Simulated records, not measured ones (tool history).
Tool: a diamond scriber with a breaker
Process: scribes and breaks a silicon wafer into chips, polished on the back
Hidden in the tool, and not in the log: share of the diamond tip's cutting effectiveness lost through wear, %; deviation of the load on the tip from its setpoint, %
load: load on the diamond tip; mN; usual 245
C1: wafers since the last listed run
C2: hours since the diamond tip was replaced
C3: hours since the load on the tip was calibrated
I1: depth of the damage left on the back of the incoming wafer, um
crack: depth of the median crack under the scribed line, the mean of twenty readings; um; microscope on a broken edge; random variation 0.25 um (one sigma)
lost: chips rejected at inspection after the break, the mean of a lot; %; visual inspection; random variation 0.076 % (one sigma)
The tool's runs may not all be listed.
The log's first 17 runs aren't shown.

{"run": 18, "hour": 1353.4, "load": 179, "C1": 130, "C2": 156.4, "C3": 912.5, "I1": 0.03, "crack": 13.96, "lost": 12.4}
{"run": 19, "hour": 1457.6, "load": 245, "C1": 217, "C2": 260.6, "C3": 1016.7, "I1": 0.01, "crack": 16.44, "lost": 1.34}
{"run": 20, "hour": 1506.0, "load": 245, "C1": 101, "C2": 309.0, "C3": 1065.1, "I1": 0.03, "crack": 17.1, "lost": 1.69}
{"run": 21, "hour": 1563.5, "load": 245, "C1": 120, "C2": 366.5, "C3": 1122.6, "I1": 0.02, "crack": 16.45, "lost": 1.65}
{"run": 22, "hour": 1687.1, "load": 184, "C1": 258, "C2": 490.1, "C3": 1246.2, "I1": 0.03, "crack": 14.3, "lost": 8.31}
{"run": 23, "hour": 1748.7, "load": 245, "C1": 128, "C2": 551.7, "C3": 1307.8, "I1": 0.04, "crack": 16.57, "lost": 1.8}
{"run": 24, "hour": 1813.0, "load": 245, "C1": 134, "C2": 616.0, "C3": 1372.1, "I1": 0.02, "crack": 16.83, "lost": 1.98}
{"run": 25, "hour": 1895.9, "load": 196, "C1": 173, "C2": 698.9, "C3": 1455.0, "I1": 0.03, "crack": 15.13, "lost": 4.15}
{"run": 26, "hour": 1965.8, "load": 295, "C1": 146, "C2": 768.8, "C3": 1524.9, "I1": 0.04, "crack": 18.67, "lost": 11.71}
{"hour": 1995.5, "done": "diamond tip replaced by a new one"}
{"run": 27, "hour": 2013.6, "load": 304, "C1": 95, "C2": 18.1, "C3": 1572.7, "I1": 0.03, "crack": 19.29, "lost": 13.18}
{"hour": 2054.8, "done": "load on the tip recalibrated"}
{"run": 28, "hour": 2305.1, "load": 210, "C1": 605, "C2": 309.6, "C3": 250.3, "I1": 0.04, "crack": 14.87, "lost": 5.58}
{"run": 29, "hour": 2375.1, "load": 224, "C1": 146, "C2": 379.6, "C3": 320.3, "I1": 0.05, "crack": 15.19, "lost": 2.8}
{"run": 30, "hour": 2446.6, "load": 245, "C1": 149, "C2": 451.1, "C3": 391.8, "I1": 0.02, "crack": 16.22, "lost": 1.29}
{"run": 31, "hour": 2484.0, "load": 178, "C1": 78, "C2": 488.5, "C3": 429.2, "I1": 0.05, "crack": 13.42, "lost": 16.67}
{"run": 32, "hour": 2552.3, "load": 294, "C1": 142, "C2": 556.8, "C3": 497.5, "I1": 0.01, "crack": 17.7, "lost": 6.13}
{"run": 33, "hour": 2626.2, "load": 181, "C1": 154, "C2": 630.7, "C3": 571.4, "I1": 0.04, "crack": 13.25, "lost": 13.43}
{"run": 34, "hour": 2710.2, "load": 172, "C1": 175, "C2": 714.7, "C3": 655.4, "I1": 0.02, "crack": 13.49, "lost": 17.87}
{"hour": 2736.9, "done": "diamond tip replaced by a new one"}
{"run": 35, "hour": 2780.1, "load": 269, "C1": 141, "C2": 43.2, "C3": 725.3, "I1": 0.04, "crack": 17.16, "lost": 2.78}
{"run": 36, "hour": 2862.9, "load": 297, "C1": 173, "C2": 126.0, "C3": 808.1, "I1": 0.05, "crack": 17.96, "lost": 7.02}
{"run": 37, "hour": 2957.2, "load": 309, "C1": 197, "C2": 220.3, "C3": 902.4, "I1": 0.04, "crack": 18.35, "lost": 9.69}
{"run": 38, "hour": 3002.1, "load": 245, "C1": 93, "C2": 265.2, "C3": 947.3, "I1": 0.03, "crack": 16.22, "lost": 1.42}
{"run": 39, "hour": 3082.9, "load": 279, "C1": 168, "C2": 346.0, "C3": 1028.1, "I1": 0.02, "crack": 18.21, "lost": 4.83}
{"run": 40, "hour": 3162.7, "load": 194, "C1": 166, "C2": 425.8, "C3": 1107.9, "I1": 0.05, "crack": 14.44, "lost": 7.54}

Forecast each of these 5 alternatives for the next run:
{"run": "A", "hour": 3163.4, "load": 245, "C1": 1, "C2": 426.5, "C3": 1108.6, "I1": 0.02, "crack": "?", "lost": "?"}
{"run": "B", "hour": 3163.4, "load": 271, "C1": 1, "C2": 426.5, "C3": 1108.6, "I1": 0.02, "crack": "?", "lost": "?"}
{"run": "C", "hour": 3163.4, "load": 308, "C1": 1, "C2": 426.5, "C3": 1108.6, "I1": 0.02, "crack": "?", "lost": "?"}
{"run": "D", "hour": 3163.4, "load": 204, "C1": 1, "C2": 426.5, "C3": 1108.6, "I1": 0.02, "crack": "?", "lost": "?"}
{"run": "E", "hour": 3163.4, "load": 282, "C1": 1, "C2": 426.5, "C3": 1108.6, "I1": 0.02, "crack": "?", "lost": "?"}

run=A crack=17.03 lost=1.48
run=B crack=18.04 lost=3.83
run=C crack=19.43 lost=10.98
run=D crack=15.37 lost=4.84
run=E crack=18.46 lost=5.57
Without the tool's hidden state the same runs would have given:
run=A crack=16.77 lost=1.37
run=B crack=17.77 lost=2.91
run=C crack=19.14 lost=9.16
run=D crack=15.14 lost=6.14
run=E crack=18.18 lost=4.36
